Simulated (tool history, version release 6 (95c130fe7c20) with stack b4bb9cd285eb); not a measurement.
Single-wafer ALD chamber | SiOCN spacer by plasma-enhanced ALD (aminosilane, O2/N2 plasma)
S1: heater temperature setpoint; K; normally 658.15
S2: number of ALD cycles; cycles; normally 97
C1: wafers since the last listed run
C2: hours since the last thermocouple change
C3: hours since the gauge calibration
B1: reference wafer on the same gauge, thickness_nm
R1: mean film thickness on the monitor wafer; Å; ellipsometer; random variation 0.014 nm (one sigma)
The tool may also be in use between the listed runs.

Run 1, hour 0: usual settings but S1 653.15 K; C1 0; C2 2102; C3 487; B1 6.061. Result: R1 54.48 Å.
Run 2, hour 36: usual settings but S1 653.15 K; C1 69; C2 2138; C3 523; B1 6.072. Result: R1 54.97 Å.
Run 3, hour 75.5: usual settings but S1 669.15 K; C1 75; C2 2177.5; C3 562.5; B1 6.074. Result: R1 54.92 Å.
Run 4, hour 105.7: usual settings but S1 669.15 K; C1 58; C2 2207.7; C3 592.7; B1 6.081. Result: R1 54.91 Å.
Run 5, hour 142.9: usual settings; C1 71; C2 2244.9; C3 629.9; B1 6.093. Result: R1 55.22 Å.
Run 6, hour 212.8: usual settings; C1 134; C2 2314.8; C3 699.8; B1 6.096. Result: R1 55.21 Å.
Run 7, hour 257.2: usual settings but S1 663.15 K; C1 85; C2 2359.2; C3 744.2; B1 6.104. Result: R1 55.34 Å.
Run 8, hour 296.7: usual settings but S1 663.15 K; C1 75; C2 2398.7; C3 783.7; B1 6.106. Result: R1 55.15 Å.
Run 9, hour 367.8: usual settings but S1 663.15 K; C1 136; C2 2469.8; C3 854.8; B1 6.118. Result: R1 55.5 Å.
At hour 393.7: thermocouple changed; heater temperature recalibrated.
Run 10, hour 422: usual settings but S1 649.15 K; C1 88; C2 28.3; C3 909; B1 6.125. Result: R1 55.55 Å.
Run 11, hour 489.7: usual settings but S1 654.15 K; C1 130; C2 96; C3 976.7; B1 6.132. Result: R1 55.18 Å.
Run 12, hour 537.1: usual settings but S1 645.15 K, S2 81 cycles; C1 91; C2 143.4; C3 1024.1; B1 6.143. Result: R1 46.44 Å.
Run 13, hour 594.8: usual settings but S1 647.15 K, S2 89 cycles; C1 110; C2 201.1; C3 1081.8; B1 6.146. Result: R1 51.07 Å.
Run 14, hour 666.5: usual settings; C1 137; C2 272.8; C3 1153.5; B1 6.156. Result: R1 55.65 Å.
At hour 687.6: gauge calibrated.
Run 15, hour 735.9: usual settings but S1 645.15 K, S2 91 cycles; C1 133; C2 342.2; C3 48.3; B1 6.033. Result: R1 51.09 Å.
Run 16, hour 898.9: usual settings but S1 646.15 K, S2 116 cycles; C1 313; C2 505.2; C3 211.3; B1 6.061. Result: R1 65.3 Å.
Run 17, hour 936.7: usual settings; C1 72; C2 543; C3 249.1; B1 6.066. Result: R1 54.89 Å.
Run 18, hour 983.7: usual settings but S1 652.15 K, S2 106 cycles; C1 90; C2 590; C3 296.1; B1 6.077. Result: R1 60.1 Å.
Run 19, hour 1010.1: usual settings; C1 50; C2 616.4; C3 322.5; B1 6.086. Result: R1 54.8 Å.

For each run, what was the tool's unlogged condition?
wafer temperature above the value expected at the setpoint (K): 0, the same for each run
H1: gauge reads high (%)
run     H1
  1  0.691
  2  0.779
  3  0.877
  4  0.951
  5   1.04
  6   1.21
  7   1.32
  8   1.42
  9    1.6
 10   1.73
 11   1.89
 12   2.01
 13   2.15
 14   2.33
 15  0.269
 16   0.67
 17  0.763
 18  0.878
 19  0.943

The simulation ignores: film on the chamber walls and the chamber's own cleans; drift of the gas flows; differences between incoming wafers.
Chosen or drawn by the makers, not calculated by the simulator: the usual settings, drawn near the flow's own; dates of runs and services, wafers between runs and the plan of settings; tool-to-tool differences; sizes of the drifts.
